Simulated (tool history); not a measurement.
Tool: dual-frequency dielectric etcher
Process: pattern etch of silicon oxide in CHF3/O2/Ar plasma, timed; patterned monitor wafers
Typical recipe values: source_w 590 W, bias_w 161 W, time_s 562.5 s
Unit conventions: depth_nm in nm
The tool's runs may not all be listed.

| run | hour | source_w | bias_w | time_s | read-back reference wafer on the same gauge, depth_nm | depth_nm |
|---|---|---|---|---|---|---|
| 1 | 0 | 590 | 161 | 562.5 | 939.6 | 1147.2 |
|  | 60.3 | wet clean of the chamber |
| 2 | 60.8 | 590 | 161 | 562.5 | 939.7 | 1171.9 |
| 3 | 61.2 | 590 | 161 | 456 | 939.7 | 949.1 |
| 4 | 66 | 590 | 161 | 562.5 | 940.2 | 1172.1 |
| 5 | 82.5 | 590 | 161 | 562.5 | 940 | 1168.2 |
|  | 99.5 | gauge calibrated |
|  | 109.9 | upper electrode replaced |
| 6 | 110.4 | 590 | 161 | 562.5 | 940.5 | 1169.9 |
| 7 | 110.9 | 590 | 161 | 562.5 | 939.6 | 1172.3 |
| 8 | 121.6 | 590 | 161 | 562.5 | 939.8 | 1170.1 |
| 9 | 128.5 | 480 | 134 | 562.5 | 939.6 | 946 |
|  | 137.1 | source power generator calibrated |
| 10 | 145.2 | 480 | 134 | 562.5 | 939.9 | 925.3 |
| 11 | 156.4 | 590 | 161 | 562.5 | 939.7 | 1140.4 |
| 12 | 163.1 | 510 | 129 | 562.5 | 939.9 | 936.5 |
| 13 | 169.2 | 670 | 200 | 633.5 | 940 | 1531.1 |
| 14 | 181 | 630 | 161 | 562.5 | 940 | 1178.2 |
| 15 | 194.2 | 590 | 161 | 562.5 | 939.8 | 1141.9 |
| 16 | 208.4 | 510 | 123 | 483 | 940.5 | 780.1 |
|  | 219.8 | bias power generator calibrated |
| 17 | 222.1 | 470 | 161 | 562.5 | 939.5 | 1008.4 |
| 18 | 232.4 | 490 | 187 | 438.5 | 940.2 | 869 |
| 19 | 241.3 | 590 | 193 | 562.5 | 939.9 | 1246.8 |
| 20 | 257.9 | 670 | 140 | 695 | 939.9 | 1393.4 |
| 21 | 264.7 | 590 | 161 | 430.5 | 940 | 870.4 |
| 22 | 274.5 | 590 | 161 | 562.5 | 939.9 | 1140.5 |
| 23 | 283.4 | 590 | 129 | 442 | 940 | 792.2 |
| 24 | 290.1 | 700 | 180 | 718.5 | 939.6 | 1672 |
| 25 | 297.1 | 470 | 161 | 562.5 | 940.1 | 1006.6 |
| 26 | 304.8 | 590 | 161 | 428 | 939.8 | 864.8 |
| 27 | 312.3 | 590 | 177 | 418 | 940.1 | 886.4 |
| 28 | 323.2 | 590 | 161 | 562.5 | 939.8 | 1133.1 |
| 29 | 339.1 | 590 | 161 | 562.5 | 939.9 | 1133.5 |

Below are 5 alternative next runs, each starting from the tool's condition after run 29. Predict each:
| A | 339.7 | 590 | 161 | 562.5 | ? | ? |
| B | 339.7 | 590 | 136 | 562.5 | ? | ? |
| C | 339.7 | 680 | 147 | 674.5 | ? | ? |
| D | 339.7 | 590 | 171 | 676 | ? | ? |
| E | 339.7 | 550 | 150 | 562.5 | ? | ? |

| run | read-back reference wafer on the same gauge, depth_nm | depth_nm |
|---|---|---|
| A | 940.1 | 1133.7 |
| B | 940.1 | 1035.8 |
| C | 940.1 | 1392.8 |
| D | 940.1 | 1405.6 |
| E | 940.1 | 1052.6 |
The same runs, with their run-to-run variation unchanged, on a tool lacking any hidden condition would have given:
| run | depth_nm |
|---|---|
| A | 1146.3 |
| B | 1047.3 |
| C | 1408.3 |
| D | 1421.4 |
| E | 1064.4 |

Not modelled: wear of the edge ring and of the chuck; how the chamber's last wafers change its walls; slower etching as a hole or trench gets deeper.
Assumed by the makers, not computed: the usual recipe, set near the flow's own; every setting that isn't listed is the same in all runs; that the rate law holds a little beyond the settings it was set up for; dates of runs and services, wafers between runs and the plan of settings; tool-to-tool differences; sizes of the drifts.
